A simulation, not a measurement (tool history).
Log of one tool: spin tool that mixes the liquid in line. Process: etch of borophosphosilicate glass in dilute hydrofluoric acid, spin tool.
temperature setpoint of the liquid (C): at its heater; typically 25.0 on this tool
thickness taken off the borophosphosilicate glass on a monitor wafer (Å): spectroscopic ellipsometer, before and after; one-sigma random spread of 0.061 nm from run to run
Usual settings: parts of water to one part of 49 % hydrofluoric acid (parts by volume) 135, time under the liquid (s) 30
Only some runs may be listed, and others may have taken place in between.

| run | hour | temperature setpoint of the liquid (C) | parts of water to one part of 49 % hydrofluoric acid (parts by volume) | time under the liquid (s) | read-back film thickness of the borophosphosilicate glass reference wafer, read on the same gauge (nm) | thickness taken off the borophosphosilicate glass on a monitor wafer (Å) |
|---|---|---|---|---|---|---|
| 1 | 0.0 | 25.0 | 135 | 30 | 80.02 | 137.0 |
| 2 | 45.8 | 22.0 | 95 | 30 | 79.99 | 179.8 |
| 3 | 79.7 | 23.5 | 135 | 40 | 80.02 | 169.8 |
| 4 | 122.2 | 23.5 | 135 | 40 | 80.00 | 170.5 |
| 5 | 179.0 | 23.5 | 135 | 40 | 80.04 | 170.8 |
| 6 | 244.3 | 21.5 | 135 | 30 | 79.99 | 118.1 |
| 7 | 273.7 | 21.5 | 135 | 30 | 80.00 | 119.7 |
| 8 | 304.1 | 25.0 | 135 | 30 | 79.99 | 136.1 |
| 9 | 341.7 | 25.0 | 135 | 30 | 80.01 | 136.3 |
| 10 | 391.2 | 25.0 | 135 | 30 | 79.99 | 136.8 |
| 11 | 444.5 | 25.0 | 190 | 30 | 80.01 | 91.4 |
| 12 | 511.6 | 20.0 | 195 | 30 | 80.00 | 73.3 |
| 13 | 578.3 | 25.0 | 135 | 30 | 80.02 | 136.2 |
|  | 603.0 | gauge calibrated |
| 14 | 633.4 | 20.0 | 75 | 35 | 80.02 | 252.3 |
| 15 | 677.5 | 23.5 | 195 | 15 | 80.02 | 42.2 |
| 16 | 713.4 | 25.0 | 65 | 30 | 80.02 | 310.9 |
|  | 733.8 | thermometer replaced |
| 17 | 769.3 | 25.0 | 135 | 30 | 80.04 | 136.8 |
| 18 | 794.0 | 25.0 | 135 | 30 | 80.00 | 136.8 |
| 19 | 837.9 | 25.0 | 135 | 20 | 80.04 | 91.5 |
| 20 | 875.2 | 29.5 | 135 | 35 | 79.99 | 189.4 |
|  | 891.4 | hydrofluoric acid flow meter replaced |
| 21 | 902.6 | 28.0 | 135 | 45 | 79.98 | 225.6 |
| 22 | 947.0 | 25.0 | 135 | 30 | 79.97 | 134.5 |
| 23 | 1016.0 | 21.0 | 110 | 20 | 79.99 | 97.2 |
| 24 | 1074.7 | 25.0 | 135 | 30 | 80.02 | 134.9 |
| 25 | 1158.2 | 28.0 | 195 | 15 | 79.99 | 49.0 |
| 26 | 1190.5 | 22.5 | 160 | 20 | 79.99 | 67.9 |
| 27 | 1240.5 | 25.0 | 135 | 30 | 80.01 | 135.6 |
| 28 | 1301.3 | 25.0 | 135 | 30 | 80.03 | 136.7 |
| 29 | 1336.5 | 29.5 | 135 | 20 | 80.01 | 107.5 |
| 30 | 1394.7 | 25.0 | 135 | 20 | 80.01 | 90.4 |
| 31 | 1430.3 | 25.0 | 175 | 40 | 79.97 | 133.0 |
| 32 | 1470.8 | 25.0 | 135 | 30 | 80.01 | 136.9 |

Hidden state or all else? Some run-to-run changes of thickness taken off the borophosphosilicate glass on a monitor wafer (Å), split into what the settings, what came in and random variation would give without the hidden state, and what is left for the hidden state (with any gauge scatter that isn't in both results):
Hidden state present: liquid hotter than its thermometer reads (K); hydrofluoric acid flow above the setpoint (%); gauge reads high (%).
Run 14 -> 15: temperature setpoint of the liquid (C) 20.0 -> 23.5, parts of water to one part of 49 % hydrofluoric acid (parts by volume) 75 -> 195, time under the liquid (s) 35 -> 15. thickness taken off the borophosphosilicate glass on a monitor wafer (Å) -210.1: hidden state -3.3, all else -206.8.
Run 15 -> 16: temperature setpoint of the liquid (C) 23.5 -> 25.0, parts of water to one part of 49 % hydrofluoric acid (parts by volume) 195 -> 65, time under the liquid (s) 15 -> 30. thickness taken off the borophosphosilicate glass on a monitor wafer (Å) +268.7: hidden state +4.7, all else +264.0.
Run 16 -> 17: parts of water to one part of 49 % hydrofluoric acid (parts by volume) 65 -> 135, thermometer replaced. thickness taken off the borophosphosilicate glass on a monitor wafer (Å) -174.1: hidden state -2.7, all else -171.4.
Run 20 -> 21: temperature setpoint of the liquid (C) 29.5 -> 28.0, time under the liquid (s) 35 -> 45, hydrofluoric acid flow meter replaced. thickness taken off the borophosphosilicate glass on a monitor wafer (Å) +36.2: hidden state -3.9, all else +40.1.
